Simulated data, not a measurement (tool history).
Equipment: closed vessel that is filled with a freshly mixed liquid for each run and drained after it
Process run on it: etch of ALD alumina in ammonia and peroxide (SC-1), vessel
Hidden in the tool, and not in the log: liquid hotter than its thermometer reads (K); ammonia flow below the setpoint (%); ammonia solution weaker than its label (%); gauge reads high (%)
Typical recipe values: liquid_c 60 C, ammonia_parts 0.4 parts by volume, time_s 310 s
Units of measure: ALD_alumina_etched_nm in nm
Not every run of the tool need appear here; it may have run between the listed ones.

run,hour,liquid_c,ammonia_parts,time_s,wafers since the last listed run,hours since the thermometer was replaced,hours since the ammonia flow meter was replaced,hours since the drum of ammonia solution was connected,hours since the gauge calibration,"read-back film thickness of the ALD alumina reference wafer, read on the same gauge (nm)",ALD_alumina_etched_nm
1,0,60,0.4,200,0,2268.9,1399.9,209.8,725,60,17.83
2,17.2,60,0.4,310,1464,2286.1,1417.1,227,742.2,60,27.67
3,47.9,60,0.4,310,2613,2316.8,1447.8,257.7,772.9,60,27.39
# hour 47.9: gauge calibrated
4,62.2,60,0.4,310,1217,2331.1,1462.1,272,14.3,60.03,27.78
5,68.6,60,0.45,310,544,2337.5,1468.5,278.4,20.7,60.01,28.17
6,83.5,54,0.6,310,1268,2352.4,1483.4,293.3,35.6,59.99,21.22
7,97,50,0.4,420,1149,2365.9,1496.9,306.8,49.1,59.98,22.17
# hour 102.2: ammonia flow meter replaced
8,110.5,63.5,0.4,310,1064,2379.4,8.3,320.3,62.6,59.98,32.48
9,123.4,57,0.35,375,1098,2392.3,21.2,333.2,75.5,60.01,28.47
10,136.1,60,0.4,310,1081,2405,33.9,345.9,88.2,59.98,27.56
11,145.9,67,0.2,310,834,2414.8,43.7,355.7,98,59.97,36.79
12,162.6,60,0.4,310,1421,2431.5,60.4,372.4,114.7,60.02,27.43
13,178.4,57,0.35,375,1345,2447.3,76.2,388.2,130.5,59.98,28.16
14,189.1,68,0.4,180,911,2458,86.9,398.9,141.2,60.01,23.81
15,197.2,67,0.4,310,689,2466.1,95,407,149.3,60,39.68
16,211.4,60,0.4,460,1209,2480.3,109.2,421.2,163.5,60.02,41.64
17,228.5,60,0.4,310,1455,2497.4,126.3,438.3,180.6,60,28.02
18,236.6,69,0.6,245,689,2505.5,134.4,446.4,188.7,60.01,35.41
19,247.3,60,0.4,310,911,2516.2,145.1,457.1,199.4,60.01,27.71
# hour 254.1: thermometer replaced
# hour 263.9: new drum of ammonia solution connected
20,286.2,53.5,0.45,495,3141,32.1,184,22.3,238.3,60,28.84
21,301.2,60,0.5,195,1277,47.1,199,37.3,253.3,60.01,16.04
22,307.3,60,0.2,250,519,53.2,205.1,43.4,259.4,60,18.52
23,318.6,60,0.4,310,962,64.5,216.4,54.7,270.7,59.98,24.51
24,331.5,66.5,0.3,435,1098,77.4,229.3,67.6,283.6,59.99,46.08
25,347.7,60,0.3,180,1379,93.6,245.5,83.8,299.8,59.99,14.09
26,358.2,60,0.2,250,893,104.1,256,94.3,310.3,59.99,18.62

Run 27 comes next. What will it give?
27,375.3,64,0.55,310,1455,121.2,273.1,111.4,327.4,?,?

Logged for run 27: read-back film thickness of the ALD alumina reference wafer, read on the same gauge (nm) 60, ALD_alumina_etched_nm 31.33 nm.
With the hidden condition absent and the run-to-run variation left alone, this run would have shown ALD_alumina_etched_nm 31.15 nm.
